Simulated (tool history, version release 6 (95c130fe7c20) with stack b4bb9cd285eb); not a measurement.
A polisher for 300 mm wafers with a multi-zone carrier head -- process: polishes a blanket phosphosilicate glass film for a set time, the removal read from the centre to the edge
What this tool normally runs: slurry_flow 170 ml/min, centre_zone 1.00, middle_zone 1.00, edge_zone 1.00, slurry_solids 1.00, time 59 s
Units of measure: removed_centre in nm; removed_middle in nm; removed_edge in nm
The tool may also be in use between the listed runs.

run	day	slurry_flow	centre_zone	middle_zone	edge_zone	slurry_solids	time	wafers since the last listed run	wafers polished on this pad	hours since the slurry nozzle was cleaned	hours since the centre zone pressure was calibrated	hours since the edge zone pressure was calibrated	hours since the carrier head's membrane was replaced	incoming thickness of the incoming film, nm	removed_centre	removed_middle	removed_edge
1	0.000	170	1.00	1.00	1.00	1.00	59	0	67	229.8	335.3	668.1	616.1	3253.1	413.9	449.4	416.8
# day 0.275: edge zone pressure recalibrated
2	0.542	170	1.00	1.00	1.00	1.00	59	105	172	242.8	348.3	6.4	629.1	3293.1	419.7	441.9	404.6
3	0.946	170	1.00	1.00	1.00	1.00	59	93	265	252.5	358.0	16.1	638.8	3270.7	410.4	434.0	411.8
4	1.342	170	1.00	1.00	1.00	1.00	59	91	356	262.0	367.5	25.6	648.3	3327.9	413.4	431.1	396.1
5	1.633	125	1.00	1.00	1.00	1.00	59	67	424	269.0	374.5	32.6	655.3	3306.2	397.7	410.9	387.7
6	2.283	170	0.96	1.00	1.00	1.30	48	149	573	284.6	390.1	48.2	670.9	3361.8	374.5	400.5	386.6
7	2.592	170	1.00	1.00	1.05	1.00	59	71	644	292.0	397.5	55.6	678.3	3279.0	401.0	425.1	395.3
# day 3.229: centre zone pressure recalibrated
8	3.250	170	1.00	1.00	1.00	1.00	59	132	777	307.8	0.5	71.4	694.1	3312.3	392.4	417.6	390.5
9	3.929	190	0.91	1.00	0.93	1.00	59	156	933	324.1	16.8	87.7	710.4	3304.8	374.0	419.7	374.3
10	4.325	135	1.09	1.00	1.00	1.00	59	91	1024	333.6	26.3	97.2	719.9	3279.9	398.5	397.1	376.4
11	4.592	185	1.08	1.00	1.00	0.85	59	61	1086	340.0	32.7	103.6	726.3	3303.4	348.0	347.4	329.1
12	4.888	170	1.00	1.00	1.00	1.00	59	68	1154	347.1	39.8	110.7	733.4	3300.9	385.4	396.3	380.7
# day 5.338: carrier head's membrane replaced by a new one
13	5.562	170	1.00	0.95	1.00	1.00	53	107	1261	363.3	56.0	126.9	5.4	3300.7	339.4	344.4	329.4
# day 5.842: worn pad replaced by a new one
# day 6.112: slurry nozzle cleaned
14	6.208	110	1.00	1.00	1.00	1.00	59	100	74	2.3	71.5	142.4	20.9	3372.1	396.4	409.2	394.7
15	6.642	170	1.00	1.00	1.00	1.00	39	99	174	12.7	81.9	152.8	31.3	3259.7	268.5	285.5	270.0
16	7.267	170	1.00	1.00	1.00	1.00	59	143	318	27.7	96.9	167.8	46.3	3302.2	406.0	434.3	398.3
17	7.954	170	1.00	1.00	1.00	1.00	59	158	476	44.2	113.4	184.3	62.8	3367.0	400.0	425.8	386.9
18	8.525	170	1.00	1.00	1.06	1.00	59	131	608	57.9	127.1	198.0	76.5	3282.1	395.7	409.3	402.8
19	9.171	170	1.00	1.07	1.00	1.00	59	148	756	73.4	142.6	213.5	92.0	3297.0	385.7	435.9	382.8
20	9.846	190	0.91	1.00	0.93	1.00	59	155	912	89.6	158.8	229.7	108.2	3294.5	368.6	404.7	373.6
21	10.375	170	1.12	1.00	1.00	1.00	47	121	1034	102.3	171.5	242.4	120.9	3271.9	330.2	323.9	300.1
22	10.850	230	0.90	1.00	1.00	1.10	70	109	1143	113.7	182.9	253.8	132.3	3356.8	467.4	507.3	479.6

Branching from run 22: 3 alternative next runs. What would each branch give?
A	10.867	170	1.00	1.00	1.00	1.15	59	3	1147	114.1	183.3	254.2	132.7	3324.0	?	?	?
B	10.867	190	1.00	1.00	1.00	0.90	59	3	1147	114.1	183.3	254.2	132.7	3324.0	?	?	?
C	10.867	115	1.08	0.90	1.12	1.00	59	3	1147	114.1	183.3	254.2	132.7	3324.0	?	?	?

run	removed_centre	removed_middle	removed_edge
A	418.9	440.9	404.1
B	352.0	370.0	338.1
C	383.7	352.7	378.0
Without the tool's unlogged condition, the same runs would have read:
run	removed_centre	removed_middle	removed_edge
A	469.0	493.6	452.4
B	394.1	414.2	378.6
C	429.6	394.9	423.2
